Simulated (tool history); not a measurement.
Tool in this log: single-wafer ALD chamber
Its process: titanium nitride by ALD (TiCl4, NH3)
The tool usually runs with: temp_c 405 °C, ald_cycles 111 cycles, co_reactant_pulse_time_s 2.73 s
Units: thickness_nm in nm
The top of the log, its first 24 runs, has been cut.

run	hour	temp_c	ald_cycles	co_reactant_pulse_time_s	wafers since the last listed run	hours since the last thermocouple change	hours since the showerhead was replaced	hours since the gauge calibration	read-back reference wafer on the same gauge, thickness_nm	thickness_nm
25	1346.6	399	126	3.29	54	244.1	4742.4	552.1	2.366	2.761
26	1391.8	392	131	1.92	75	289.3	4787.6	597.3	2.374	2.837
27	1440.6	395	91	3.35	81	338.1	4836.4	646.1	2.374	2.026
28	1484.1	405	111	2.73	72	381.6	4879.9	689.6	2.368	2.438
# hour 1549.1: showerhead replaced
29	1596	405	133	2.73	174	493.5	46.9	801.5	2.372	2.923
30	1651.4	401	95	1.92	92	548.9	102.3	856.9	2.37	2.079
31	1715.9	405	133	2.73	108	613.4	166.8	921.4	2.366	2.929
32	1796.7	405	111	2.73	135	694.2	247.6	1002.2	2.365	2.452
33	1825.3	405	111	2.73	47	722.8	276.2	1030.8	2.364	2.44
34	1867.3	405	111	2.07	70	764.8	318.2	1072.8	2.372	2.411
35	1903.7	417	121	2.73	60	801.2	354.6	1109.2	2.371	2.69
36	1966.6	405	111	2.73	105	864.1	417.5	1172.1	2.369	2.455
37	2018.5	405	117	2.73	86	916	469.4	1224	2.363	2.569
38	2087.1	405	98	1.99	114	984.6	538	1292.6	2.371	2.157
39	2117.6	409	119	1.66	51	1015.1	568.5	1323.1	2.376	2.613
40	2150.9	411	129	2.1	55	1048.4	601.8	1356.4	2.374	2.855

Branching from run 40: 4 alternative next runs. What would each branch give?
A	2151.6	405	111	2.06	1	1049.1	602.5	1357.1	?	?
B	2151.6	410	128	3.38	1	1049.1	602.5	1357.1	?	?
C	2151.6	405	98	2.73	1	1049.1	602.5	1357.1	?	?
D	2151.6	392	111	3.76	1	1049.1	602.5	1357.1	?	?

run	read-back reference wafer on the same gauge, thickness_nm	thickness_nm
A	2.373	2.419
B	2.373	2.813
C	2.373	2.145
D	2.373	2.427
Take away the tool's hidden state, keep each run's random variation, and the runs would have read:
run	thickness_nm
A	2.419
B	2.813
C	2.145
D	2.427
